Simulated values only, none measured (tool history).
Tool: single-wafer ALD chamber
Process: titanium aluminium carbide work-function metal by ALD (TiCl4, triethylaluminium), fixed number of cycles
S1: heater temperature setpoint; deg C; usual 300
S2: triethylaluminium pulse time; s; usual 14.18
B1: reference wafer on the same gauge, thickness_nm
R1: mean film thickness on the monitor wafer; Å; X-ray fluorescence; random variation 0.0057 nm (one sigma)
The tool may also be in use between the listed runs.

run    hour   S1     S2     B1     R1
  1     0.0  300  14.18  1.530  18.58
  2    53.0  300  14.18  1.532  18.44
  3   108.4  300  14.18  1.530  18.48
  4   156.5  300  14.18  1.531  18.59
  5   222.2  300  14.18  1.531  18.48
  6   283.1  300  18.52  1.531  18.52
  7   311.8  300  18.52  1.530  18.53
  8   383.3  300  18.52  1.528  18.48
      402.9  -- gauge calibrated
  9   420.9  305  10.48  1.530  18.33
      495.1  -- showerhead replaced
 10   495.6  300  14.18  1.530  18.32
 11   548.4  300  14.18  1.529  18.23
      610.1  -- thermocouple changed; heater temperature recalibrated
 12   610.6  292   9.07  1.530  17.17
 13   654.4  312  14.18  1.531  20.03
      800.0  -- triethylaluminium bottle replaced
 14   806.6  286   9.93  1.529  16.90
 15   876.2  300  14.18  1.531  18.78
 16   901.0  292  12.35  1.529  17.90
 17   942.6  305   8.92  1.530  18.17
 18   974.8  300  14.18  1.531  18.70
      987.9  -- gauge calibrated
 19  1029.3  294  19.42  1.531  18.22

Hidden state or all else? Some run-to-run changes of R1, split into what the settings, what came in and random variation would give without the hidden state, and what is left for the hidden state (with any gauge scatter that isn't in both results):
The hidden state here: wafer temperature above the value expected at the setpoint (K); triethylaluminium dose above that of a fresh bottle (%); gauge reads high (%).
Run 11 -> 12: S1 300 -> 292, S2 14.18 -> 9.07, thermocouple changed; heater temperature recalibrated. R1 -1.06 Å: hidden state +0.58, all else -1.64.
Run 13 -> 14: S1 312 -> 286, S2 14.18 -> 9.93, triethylaluminium bottle replaced. R1 -3.13 Å: hidden state -0.06, all else -3.07.
